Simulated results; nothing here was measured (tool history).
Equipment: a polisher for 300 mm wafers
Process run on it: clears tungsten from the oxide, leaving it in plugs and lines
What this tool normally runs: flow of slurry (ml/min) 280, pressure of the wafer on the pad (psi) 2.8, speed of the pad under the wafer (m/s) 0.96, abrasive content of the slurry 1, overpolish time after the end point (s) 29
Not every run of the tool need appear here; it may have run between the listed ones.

run   hour  flow of slurry (ml/min)  pressure of the wafer on the pad (psi)  speed of the pad under the wafer (m/s)  abrasive content of the slurry  overpolish time after the end point (s)  incoming thickness of the incoming film, nm  time until the end point was called (s)
  1      0                      280                                     2.8                                    0.96                               1                                       29                                        448.8                                    177.6
       7.5  -- head pressure recalibrated
  2   16.4                      280                                     2.8                                    0.96                               1                                       29                                        446.9                                    160.1
  3   31.4                      280                                     2.8                                    0.96                               1                                       29                                        446.4                                    159.3
  4   42.3                      360                                     2.8                                    0.96                             1.2                                       29                                        445.2                                    154.2
  5   51.8                      280                                     2.4                                    0.84                             1.2                                       29                                        459.7                                    211.2
      53.6  -- slurry tank refilled with fresh slurry and peroxide
  6   65.7                      335                                     3.6                                    1.16                            1.15                                       29                                        446.2                                     91.6
  7   79.4                      280                                     2.8                                    0.96                               1                                       29                                        453.9                                    149.5
  8   93.9                      365                                     2.8                                    1.06                             1.3                                       13                                          446                                    126.8
       104  -- worn pad replaced by a new one
  9  109.1                      195                                     2.8                                    0.96                               1                                       23                                        453.5                                    164.7
 10  126.7                      280                                     2.8                                    0.64                            0.85                                       29                                        448.8                                    234.9
 11  138.4                      280                                     2.8                                    0.96                               1                                       29                                        444.7                                    157.8
 12  151.4                      280                                     2.4                                    0.96                               1                                       21                                        445.1                                    185.3
       157  -- slurry blender recalibrated
 13  184.5                      370                                     2.8                                     1.1                               1                                       23                                        459.1                                    149.2
 14  192.5                      280                                     2.8                                    0.72                               1                                       22                                        453.5                                    227.8
     196.1  -- slurry nozzle cleaned
 15  198.9                      280                                     2.8                                    0.96                               1                                       29                                        449.1                                    173.2
 16  207.6                      370                                     2.8                                    0.84                               1                                       29                                        452.1                                    198.6
     212.5  -- slurry tank refilled with fresh slurry and peroxide
 17  224.4                      280                                     2.8                                    0.96                             0.7                                       29                                        442.5                                    153.5
 18  236.6                      280                                     2.8                                    0.96                               1                                       29                                        454.9                                    147.6
 19  250.4                      280                                     2.8                                    0.96                             0.7                                       29                                        444.9                                    161.9
     257.8  -- worn pad replaced by a new one
 20  259.7                      320                                     2.8                                    0.96                             1.2                                       29                                        441.9                                    148.3
 21  276.5                      280                                     2.8                                    0.96                               1                                       29                                        442.5                                    157.1

Run 22 is up next; what results do you expect?
 22  289.5                      280                                     2.8                                    0.96                             1.1                                       29                                        455.2                                        ?

time until the end point was called (s): 163.4
With no hidden state in the tool, this same run would have given time until the end point was called (s) 144.5.

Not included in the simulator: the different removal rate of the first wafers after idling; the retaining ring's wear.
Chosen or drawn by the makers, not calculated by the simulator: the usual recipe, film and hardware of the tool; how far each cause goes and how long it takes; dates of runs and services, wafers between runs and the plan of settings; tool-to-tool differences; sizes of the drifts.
